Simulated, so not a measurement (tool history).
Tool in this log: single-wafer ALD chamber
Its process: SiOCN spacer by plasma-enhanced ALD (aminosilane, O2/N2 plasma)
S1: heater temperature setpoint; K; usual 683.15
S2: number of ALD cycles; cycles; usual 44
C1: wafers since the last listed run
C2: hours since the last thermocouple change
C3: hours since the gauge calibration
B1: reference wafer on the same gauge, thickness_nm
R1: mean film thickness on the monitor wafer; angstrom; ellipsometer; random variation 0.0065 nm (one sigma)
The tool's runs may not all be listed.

| run | hour | S1 | S2 | C1 | C2 | C3 | B1 | R1 |
|---|---|---|---|---|---|---|---|---|
| 1 | 0.0 | 683.15 | 41 | 0 | 2203.0 | 767.7 | 2.446 | 24.78 |
| 2 | 22.2 | 683.15 | 41 | 118 | 2225.2 | 789.9 | 2.449 | 24.70 |
| 3 | 39.1 | 683.15 | 50 | 90 | 2242.1 | 806.8 | 2.450 | 30.30 |
| 4 | 68.8 | 683.15 | 50 | 158 | 2271.8 | 836.5 | 2.452 | 30.20 |
| 5 | 84.0 | 683.15 | 50 | 81 | 2287.0 | 851.7 | 2.454 | 30.20 |
| 6 | 99.9 | 686.15 | 44 | 84 | 2302.9 | 867.6 | 2.455 | 26.23 |
| 7 | 126.8 | 686.15 | 44 | 143 | 2329.8 | 894.5 | 2.458 | 26.30 |
| 8 | 146.8 | 683.15 | 39 | 106 | 2349.8 | 914.5 | 2.460 | 23.54 |
| 9 | 177.9 | 683.15 | 44 | 166 | 2380.9 | 945.6 | 2.464 | 26.73 |
| 10 | 272.0 | 683.15 | 44 | 502 | 2475.0 | 1039.7 | 2.474 | 26.79 |
| 11 | 290.0 | 683.15 | 44 | 96 | 2493.0 | 1057.7 | 2.476 | 26.88 |
| 12 | 322.0 | 683.15 | 44 | 170 | 2525.0 | 1089.7 | 2.480 | 26.96 |
|  | 339.6 | gauge calibrated |
| 13 | 343.5 | 683.15 | 44 | 114 | 2546.5 | 3.9 | 2.403 | 26.00 |
|  | 352.6 | thermocouple changed; heater temperature recalibrated |
| 14 | 397.8 | 683.15 | 37 | 247 | 45.2 | 58.2 | 2.406 | 21.84 |
| 15 | 414.9 | 683.15 | 37 | 91 | 62.3 | 75.3 | 2.403 | 21.96 |
| 16 | 457.7 | 693.15 | 44 | 228 | 105.1 | 118.1 | 2.404 | 25.22 |
| 17 | 489.3 | 693.15 | 44 | 168 | 136.7 | 149.7 | 2.405 | 25.28 |
| 18 | 510.6 | 693.15 | 44 | 113 | 158.0 | 171.0 | 2.406 | 25.19 |
| 19 | 534.0 | 683.15 | 44 | 125 | 181.4 | 194.4 | 2.404 | 26.17 |
| 20 | 551.1 | 683.15 | 44 | 91 | 198.5 | 211.5 | 2.405 | 26.21 |
| 21 | 563.5 | 673.15 | 50 | 66 | 210.9 | 223.9 | 2.407 | 30.58 |
| 22 | 584.3 | 698.15 | 52 | 111 | 231.7 | 244.7 | 2.408 | 29.28 |
| 23 | 602.8 | 672.15 | 38 | 98 | 250.2 | 263.2 | 2.408 | 23.28 |
| 24 | 634.2 | 683.15 | 44 | 167 | 281.6 | 294.6 | 2.408 | 26.08 |
| 25 | 667.5 | 695.15 | 48 | 177 | 314.9 | 327.9 | 2.408 | 27.48 |
| 26 | 696.1 | 693.15 | 44 | 152 | 343.5 | 356.5 | 2.410 | 25.25 |
| 27 | 715.5 | 669.15 | 37 | 103 | 362.9 | 375.9 | 2.412 | 22.66 |
| 28 | 735.4 | 698.15 | 51 | 106 | 382.8 | 395.8 | 2.413 | 28.76 |
| 29 | 750.0 | 690.15 | 38 | 78 | 397.4 | 410.4 | 2.412 | 21.98 |
| 30 | 785.0 | 672.15 | 38 | 187 | 432.4 | 445.4 | 2.415 | 23.27 |
| 31 | 810.1 | 683.15 | 44 | 134 | 457.5 | 470.5 | 2.416 | 26.16 |
| 32 | 836.7 | 683.15 | 44 | 142 | 484.1 | 497.1 | 2.418 | 26.23 |
| 33 | 854.8 | 683.15 | 51 | 96 | 502.2 | 515.2 | 2.419 | 30.41 |
| 34 | 890.2 | 675.15 | 46 | 189 | 537.6 | 550.6 | 2.420 | 28.12 |
| 35 | 918.2 | 693.15 | 44 | 149 | 565.6 | 578.6 | 2.422 | 25.36 |
| 36 | 951.7 | 696.15 | 44 | 179 | 599.1 | 612.1 | 2.425 | 25.18 |
| 37 | 979.9 | 683.15 | 44 | 150 | 627.3 | 640.3 | 2.427 | 26.29 |
| 38 | 1014.5 | 683.15 | 47 | 184 | 661.9 | 674.9 | 2.429 | 28.31 |
| 39 | 1031.5 | 694.15 | 44 | 90 | 678.9 | 691.9 | 2.431 | 25.44 |

3 ways to go on from here, each from the tool as it stands after run 39. What would each give?
| A | 1032.0 | 676.15 | 44 | 2 | 679.4 | 692.4 | ? | ? |
| B | 1032.0 | 678.15 | 50 | 2 | 679.4 | 692.4 | ? | ? |
| C | 1032.0 | 696.15 | 47 | 2 | 679.4 | 692.4 | ? | ? |

| run | B1 | R1 |
|---|---|---|
| A | 2.430 | 26.95 |
| B | 2.430 | 30.43 |
| C | 2.430 | 26.95 |
Take away the tool's hidden state, keep each run's random variation, and the runs would have read:
| run | R1 |
|---|---|
| A | 26.72 |
| B | 30.18 |
| C | 26.73 |
